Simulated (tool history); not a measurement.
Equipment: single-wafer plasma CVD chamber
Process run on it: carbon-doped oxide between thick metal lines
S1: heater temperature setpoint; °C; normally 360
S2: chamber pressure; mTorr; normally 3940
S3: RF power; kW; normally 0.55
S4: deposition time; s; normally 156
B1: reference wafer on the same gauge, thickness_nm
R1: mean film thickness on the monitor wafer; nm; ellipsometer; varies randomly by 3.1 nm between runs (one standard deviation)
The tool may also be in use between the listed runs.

run,hour,S1,S2,S3,S4,B1,R1
1,0,369,3940,0.55,156,871.924,721.938
2,106,370,3940,0.55,156,871.436,723.356
3,166.1,357,3940,0.55,156,871.95,751.844
4,456.3,357,3940,0.55,156,872.751,745.986
# hour 507.5: gauge calibrated
5,522.2,360,3940,0.575,156,872.022,753.082
6,571.2,360,3940,0.55,156,870.991,746.2
7,640.9,360,3940,0.55,156,872.081,743.748
8,698,365,3940,0.595,156,872.702,750.401
# hour 708.8: thermocouple changed; heater temperature recalibrated
# hour 731.6: RF generator calibrated
9,744.6,360,3940,0.55,156,871.768,732.07
10,826.2,360,3940,0.55,156,871.415,739.45
11,911.8,360,3940,0.475,156,872.685,696.747
# hour 928.3: showerhead replaced
12,973.8,360,3940,0.55,156,871.559,739.17
# hour 994.5: capacitance manometer re-zeroed and calibrated
13,1046.9,360,4200,0.55,156,872.532,739.316
14,1096.8,349,4850,0.45,136,871.666,641.789
15,1356.8,360,4270,0.625,156,871.85,789.453

5 options for the next run, each taken on its own from the tool as it stands now. Forecast them:
A,1357.2,360,3940,0.55,156,?,?
B,1357.2,360,4580,0.585,156,?,?
C,1357.2,353,3940,0.495,171,?,?
D,1357.2,360,4890,0.55,128,?,?
E,1357.2,372,3940,0.505,172,?,?

run,B1,R1
A,871.544,740.268
B,871.544,773.288
C,871.544,796.763
D,871.544,626.693
E,871.544,765.917
Without the tool's unlogged condition, the same runs would have read:
run,R1
A,727.502
B,759.953
C,781.939
D,615.886
E,754.528
